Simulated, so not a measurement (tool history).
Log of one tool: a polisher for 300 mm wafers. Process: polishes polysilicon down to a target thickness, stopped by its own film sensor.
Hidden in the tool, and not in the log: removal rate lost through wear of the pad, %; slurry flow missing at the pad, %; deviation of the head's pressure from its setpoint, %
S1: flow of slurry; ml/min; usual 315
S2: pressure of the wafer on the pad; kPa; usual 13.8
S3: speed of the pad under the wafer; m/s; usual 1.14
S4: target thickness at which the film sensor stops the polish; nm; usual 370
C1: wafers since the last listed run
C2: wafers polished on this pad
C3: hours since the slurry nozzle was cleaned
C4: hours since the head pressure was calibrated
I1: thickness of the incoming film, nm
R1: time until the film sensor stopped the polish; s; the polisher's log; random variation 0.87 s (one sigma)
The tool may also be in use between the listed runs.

Run 1, hour 0: usual settings but S1 385 ml/min; C1 0; C2 46; C3 394.9; C4 1287.8; I1 835.3. Result: R1 87.8 s.
Run 2, hour 19: usual settings; C1 214; C2 261; C3 413.9; C4 1306.8; I1 858.3. Result: R1 93.8 s.
At hour 66.9: worn pad replaced by a new one.
Run 3, hour 74.2: usual settings; C1 579; C2 82; C3 469.1; C4 1362; I1 835.6. Result: R1 88.8 s.
Run 4, hour 104.4: usual settings; C1 341; C2 424; C3 499.3; C4 1392.2; I1 853.4. Result: R1 94.4 s.
Run 5, hour 120.8: usual settings; C1 185; C2 609; C3 515.7; C4 1408.6; I1 833.7. Result: R1 91.9 s.
At hour 138: head pressure recalibrated.
At hour 138.2: worn pad replaced by a new one.
At hour 140.5: slurry nozzle cleaned.
Run 6, hour 145.4: usual settings; C1 241; C2 69; C3 4.9; C4 7.4; I1 836.5. Result: R1 89 s.
Run 7, hour 164.4: usual settings; C1 214; C2 284; C3 23.9; C4 26.4; I1 851.6. Result: R1 91.9 s.
Run 8, hour 187.6: usual settings but S1 420 ml/min; C1 262; C2 547; C3 47.1; C4 49.6; I1 838.9. Result: R1 92.1 s.
Run 9, hour 211.5: usual settings but S1 245 ml/min, S2 9 kPa, S3 1.02 m/s; C1 270; C2 817; C3 71; C4 73.5; I1 848.6. Result: R1 171.5 s.
At hour 220.2: worn pad replaced by a new one.
Run 10, hour 236.5: usual settings but S1 345 ml/min, S2 9.7 kPa; C1 237; C2 184; C3 96; C4 98.5; I1 833.4. Result: R1 126.3 s.
Run 11, hour 263.5: usual settings but S2 9.7 kPa, S4 476 nm; C1 305; C2 490; C3 123; C4 125.5; I1 837.8. Result: R1 102.3 s.
At hour 287: worn pad replaced by a new one.
Run 12, hour 289.5: usual settings but S4 516 nm; C1 248; C2 28; C3 149; C4 151.5; I1 846.5. Result: R1 64 s.
Run 13, hour 319.3: usual settings but S1 345 ml/min, S2 11.7 kPa, S3 1.4 m/s; C1 337; C2 365; C3 178.8; C4 181.3; I1 831.4. Result: R1 86 s.
At hour 352.5: worn pad replaced by a new one.
Run 14, hour 354: usual settings; C1 347; C2 16; C3 213.5; C4 216; I1 843.2. Result: R1 88.7 s.
Run 15, hour 379.6: usual settings; C1 289; C2 306; C3 239.1; C4 241.6; I1 841.5. Result: R1 91.4 s.

Forecast each of these 4 alternatives for the next run:
Run A, hour 380: usual settings; C1 4; C2 310; C3 239.5; C4 242; I1 838. Result: R1 ?.
Run B, hour 380: usual settings but S2 11 kPa, S3 0.92 m/s; C1 4; C2 310; C3 239.5; C4 242; I1 838. Result: R1 ?.
Run C, hour 380: usual settings but S3 1.4 m/s; C1 4; C2 310; C3 239.5; C4 242; I1 838. Result: R1 ?.
Run D, hour 380: usual settings but S1 390 ml/min, S3 0.9 m/s, S4 233 nm; C1 4; C2 310; C3 239.5; C4 242; I1 838. Result: R1 ?.

run     R1
  A   91.1
  B  141.1
  C   74.2
  D    147
Without the tool's hidden state the same runs would have given:
run     R1
  A   88.7
  B  137.3
  C   72.2
  D  143.1
